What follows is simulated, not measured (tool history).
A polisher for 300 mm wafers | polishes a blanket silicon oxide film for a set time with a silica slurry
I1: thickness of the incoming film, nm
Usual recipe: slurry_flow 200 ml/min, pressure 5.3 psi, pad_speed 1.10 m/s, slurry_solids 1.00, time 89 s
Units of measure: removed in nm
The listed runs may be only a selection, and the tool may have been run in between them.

run 1 hour=0.0 | slurry_flow=200 pressure=5.3 pad_speed=1.10 slurry_solids=1.00 time=89 | I1=1470.9 | removed=415.7
run 2 hour=27.4 | slurry_flow=200 pressure=5.3 pad_speed=1.10 slurry_solids=1.00 time=89 | I1=1476.0 | removed=418.4
-- hour=50.2 worn pad replaced by a new one
run 3 hour=60.5 | slurry_flow=200 pressure=5.3 pad_speed=1.10 slurry_solids=1.00 time=89 | I1=1474.7 | removed=413.0
-- hour=70.5 head pressure recalibrated
run 4 hour=81.4 | slurry_flow=200 pressure=5.3 pad_speed=1.10 slurry_solids=1.00 time=89 | I1=1461.7 | removed=403.5
run 5 hour=114.6 | slurry_flow=200 pressure=5.3 pad_speed=1.10 slurry_solids=1.00 time=89 | I1=1491.4 | removed=405.8
run 6 hour=129.7 | slurry_flow=200 pressure=5.3 pad_speed=1.10 slurry_solids=1.00 time=89 | I1=1458.4 | removed=403.1
run 7 hour=147.8 | slurry_flow=200 pressure=5.3 pad_speed=1.10 slurry_solids=1.00 time=106 | I1=1459.7 | removed=482.9
-- hour=156.9 slurry blender recalibrated
run 8 hour=164.0 | slurry_flow=200 pressure=5.3 pad_speed=1.10 slurry_solids=1.00 time=106 | I1=1495.2 | removed=477.0
run 9 hour=178.2 | slurry_flow=200 pressure=5.3 pad_speed=1.10 slurry_solids=1.00 time=106 | I1=1497.8 | removed=475.1
-- hour=183.8 conditioning disc replaced and pad reconditioned
run 10 hour=201.2 | slurry_flow=200 pressure=5.3 pad_speed=0.84 slurry_solids=1.00 time=89 | I1=1471.1 | removed=312.6
-- hour=219.7 worn pad replaced by a new one
run 11 hour=226.2 | slurry_flow=200 pressure=6.3 pad_speed=1.10 slurry_solids=1.00 time=89 | I1=1475.6 | removed=428.7
run 12 hour=241.9 | slurry_flow=175 pressure=4.4 pad_speed=1.34 slurry_solids=1.00 time=102 | I1=1451.7 | removed=449.9
run 13 hour=259.0 | slurry_flow=245 pressure=5.3 pad_speed=1.10 slurry_solids=1.00 time=76 | I1=1480.2 | removed=340.9
-- hour=287.1 slurry nozzle cleaned
run 14 hour=288.0 | slurry_flow=200 pressure=6.3 pad_speed=1.10 slurry_solids=1.00 time=89 | I1=1446.9 | removed=468.2
-- hour=310.2 slurry blender recalibrated
run 15 hour=311.4 | slurry_flow=255 pressure=4.0 pad_speed=1.20 slurry_solids=1.00 time=63 | I1=1482.0 | removed=278.6
run 16 hour=343.1 | slurry_flow=130 pressure=5.3 pad_speed=0.88 slurry_solids=0.80 time=118 | I1=1485.1 | removed=393.2
-- hour=367.1 worn pad replaced by a new one
run 17 hour=374.1 | slurry_flow=200 pressure=5.3 pad_speed=1.10 slurry_solids=1.00 time=110 | I1=1475.4 | removed=525.5
run 18 hour=407.9 | slurry_flow=170 pressure=5.3 pad_speed=1.10 slurry_solids=1.00 time=105 | I1=1484.0 | removed=482.2
run 19 hour=435.7 | slurry_flow=200 pressure=5.3 pad_speed=1.10 slurry_solids=1.00 time=89 | I1=1452.0 | removed=420.2
run 20 hour=466.1 | slurry_flow=200 pressure=4.0 pad_speed=0.84 slurry_solids=0.80 time=97 | I1=1481.3 | removed=285.9
-- hour=476.3 conditioning disc replaced and pad reconditioned
run 21 hour=494.9 | slurry_flow=150 pressure=3.6 pad_speed=1.24 slurry_solids=1.15 time=89 | I1=1474.2 | removed=372.1
-- hour=505.2 slurry blender recalibrated
-- hour=535.6 worn pad replaced by a new one
run 22 hour=536.1 | slurry_flow=200 pressure=6.2 pad_speed=1.24 slurry_solids=1.00 time=58 | I1=1436.0 | removed=337.0
run 23 hour=556.8 | slurry_flow=145 pressure=5.3 pad_speed=1.10 slurry_solids=1.30 time=75 | I1=1451.9 | removed=368.1
run 24 hour=573.4 | slurry_flow=200 pressure=5.3 pad_speed=1.32 slurry_solids=1.00 time=89 | I1=1478.1 | removed=476.8
run 25 hour=600.1 | slurry_flow=140 pressure=5.3 pad_speed=0.98 slurry_solids=1.15 time=100 | I1=1473.9 | removed=427.0

Alternative continuations, all from the tool just after run 25; predict every row:
run A hour=600.5 | slurry_flow=200 pressure=5.3 pad_speed=1.10 slurry_solids=1.00 time=89 | I1=1446.9 | removed=?
run B hour=600.5 | slurry_flow=200 pressure=5.3 pad_speed=1.10 slurry_solids=1.00 time=119 | I1=1446.9 | removed=?
run C hour=600.5 | slurry_flow=200 pressure=5.3 pad_speed=1.10 slurry_solids=0.70 time=68 | I1=1446.9 | removed=?
run D hour=600.5 | slurry_flow=230 pressure=5.3 pad_speed=1.10 slurry_solids=1.00 time=118 | I1=1446.9 | removed=?

run=A removed=408.3
run=B removed=545.9
run=C removed=265.0
run=D removed=551.2
Without the tool's hidden state the same runs would have given:
run=A removed=416.6
run=B removed=557.0
run=C removed=270.4
run=D removed=561.2

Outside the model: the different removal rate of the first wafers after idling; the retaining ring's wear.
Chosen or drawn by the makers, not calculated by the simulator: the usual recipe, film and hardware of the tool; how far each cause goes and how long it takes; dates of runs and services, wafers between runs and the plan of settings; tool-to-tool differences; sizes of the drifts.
